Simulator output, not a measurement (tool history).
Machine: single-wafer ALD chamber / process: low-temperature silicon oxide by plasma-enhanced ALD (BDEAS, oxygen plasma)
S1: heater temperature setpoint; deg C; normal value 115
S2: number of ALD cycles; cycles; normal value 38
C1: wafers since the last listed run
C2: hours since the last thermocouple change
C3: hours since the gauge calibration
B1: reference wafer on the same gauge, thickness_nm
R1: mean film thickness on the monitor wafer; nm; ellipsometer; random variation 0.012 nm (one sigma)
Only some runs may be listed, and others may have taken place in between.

run     day   S1  S2   C1      C2      C3     B1     R1
  1   0.000  115  40    0   982.3   667.7  4.995  5.556
  2   2.612  115  40  327  1045.0   730.4  5.001  5.554
  3   5.150  115  44  317  1105.9   791.3  4.998  6.116
  4   6.933  115  43  223  1148.7   834.1  4.999  5.982
  5   9.612  115  38  335  1213.0   898.4  4.998  5.288
  6  17.062  115  38  933  1391.8  1077.2  4.997  5.284
  7  19.629  115  38  321  1453.4  1138.8  5.000  5.276
  8  20.850  115  38  152  1482.7  1168.1  5.004  5.261
  9  23.388  115  38  317  1543.6  1229.0  5.005  5.270
 10  24.792  115  38  175  1577.3  1262.7  4.999  5.281
     25.275  -- thermocouple changed; heater temperature recalibrated
 11  26.396  115  38  159    26.9  1301.2  4.996  5.272
 12  29.350  115  38  369    97.8  1372.1  5.000  5.281
 13  31.042  115  38  211   138.4  1412.7  5.000  5.283
 14  33.938  115  38  362   207.9  1482.2  5.008  5.295
     35.171  -- gauge calibrated
 15  36.154  115  38  277   261.1    23.6  4.995  5.282
 16  37.429  115  38  159   291.7    54.2  5.004  5.249
 17  39.825  120  44  300   349.2   111.7  4.994  6.060
 18  42.196  115  38  296   406.1   168.6  4.997  5.281
 19  44.079  115  38  235   451.3   213.8  4.996  5.310
 20  45.771  115  38  211   491.9   254.4  4.998  5.276
 21  48.458  129  33  336   556.4   318.9  5.003  4.474
 22  51.308  121  45  356   624.8   387.3  4.997  6.192
 23  58.142  115  38  855   788.8   551.3  4.999  5.271
 24  61.004  124  41  358   857.5   620.0  5.000  5.623
 25  62.104  127  42  137   883.9   646.4  4.993  5.718
 26  63.388  104  33  160   914.7   677.2  4.996  4.669
 27  67.512  107  31  516  1013.7   776.2  4.995  4.374
 28  68.596  129  36  135  1039.7   802.2  5.001  4.889
 29  70.096  115  38  187  1075.7   838.2  5.000  5.269
 30  72.046  123  36  244  1122.5   885.0  4.995  4.956
 31  74.854  115  38  351  1189.9   952.4  5.004  5.282
 32  80.854  101  38  751  1333.9  1096.4  5.007  5.383
 33  82.950  115  43  262  1384.2  1146.7  4.998  5.981

State the hidden condition of the tool at each of the runs:
wafer temperature above the value expected at the setpoint (K): 0, the same for each run
gauge reads high (%): 0, the same for each run
